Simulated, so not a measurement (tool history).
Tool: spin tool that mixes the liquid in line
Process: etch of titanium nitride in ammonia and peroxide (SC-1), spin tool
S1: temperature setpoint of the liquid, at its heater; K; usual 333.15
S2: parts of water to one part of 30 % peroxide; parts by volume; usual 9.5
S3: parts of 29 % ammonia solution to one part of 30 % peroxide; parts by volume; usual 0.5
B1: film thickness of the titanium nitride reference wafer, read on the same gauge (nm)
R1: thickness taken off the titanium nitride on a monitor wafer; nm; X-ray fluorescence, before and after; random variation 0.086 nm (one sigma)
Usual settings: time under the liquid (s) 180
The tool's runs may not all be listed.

run 1 hour=0 | S1=333.15 S2=9.5 S3=0.5 time_under_the_liquid_(s)=180 | B1=59.98 | R1=14.24
run 2 hour=56.4 | S1=333.15 S2=9.5 S3=0.5 time_under_the_liquid_(s)=180 | B1=60.01 | R1=14.31
run 3 hour=116.9 | S1=333.15 S2=9.5 S3=0.5 time_under_the_liquid_(s)=180 | B1=60.02 | R1=14.35
run 4 hour=171.4 | S1=333.15 S2=11 S3=0.5 time_under_the_liquid_(s)=180 | B1=59.99 | R1=13.09
-- hour=192.8 thermometer replaced
run 5 hour=202.5 | S1=333.15 S2=9.5 S3=0.5 time_under_the_liquid_(s)=180 | B1=60.02 | R1=14.1
-- hour=207.6 gauge calibrated
run 6 hour=248.5 | S1=333.15 S2=9.5 S3=0.5 time_under_the_liquid_(s)=180 | B1=60.01 | R1=14.14
-- hour=260 ammonia flow meter replaced
run 7 hour=315.6 | S1=333.15 S2=9.5 S3=0.5 time_under_the_liquid_(s)=145 | B1=60.01 | R1=11.34
run 8 hour=360.8 | S1=333.15 S2=9.5 S3=0.5 time_under_the_liquid_(s)=180 | B1=59.99 | R1=14.12
run 9 hour=421.9 | S1=342.65 S2=9.5 S3=0.75 time_under_the_liquid_(s)=180 | B1=59.99 | R1=27.62
run 10 hour=456.8 | S1=343.15 S2=13.5 S3=0.5 time_under_the_liquid_(s)=220 | B1=60.01 | R1=27.16
-- hour=479.6 new drum of ammonia solution connected
-- hour=504.4 heated supply line repaired
run 11 hour=508.9 | S1=333.15 S2=7.5 S3=0.5 time_under_the_liquid_(s)=180 | B1=60.02 | R1=18.22
-- hour=529.7 gauge calibrated
run 12 hour=550.6 | S1=333.15 S2=9.5 S3=0.35 time_under_the_liquid_(s)=180 | B1=59.99 | R1=15.35
run 13 hour=592 | S1=343.15 S2=8 S3=0.4 time_under_the_liquid_(s)=135 | B1=60 | R1=24.28
run 14 hour=631.9 | S1=340.65 S2=9.5 S3=0.5 time_under_the_liquid_(s)=150 | B1=59.99 | R1=21.78

Forecast each of these 4 alternatives for the next run:
run A hour=632.4 | S1=333.15 S2=13.5 S3=0.5 time_under_the_liquid_(s)=180 | B1=? | R1=?
run B hour=632.4 | S1=333.15 S2=11.5 S3=0.5 time_under_the_liquid_(s)=135 | B1=? | R1=?
run C hour=632.4 | S1=333.15 S2=12 S3=0.5 time_under_the_liquid_(s)=180 | B1=? | R1=?
run D hour=632.4 | S1=329.65 S2=9.5 S3=0.7 time_under_the_liquid_(s)=180 | B1=? | R1=?

run=A B1=59.99 R1=13.51
run=B B1=59.99 R1=11.04
run=C B1=59.99 R1=14.39
run=D B1=59.99 R1=13.65
Without the tool's hidden state the same runs would have given:
run=A R1=13.79
run=B R1=11.27
run=C R1=14.69
run=D R1=13.94
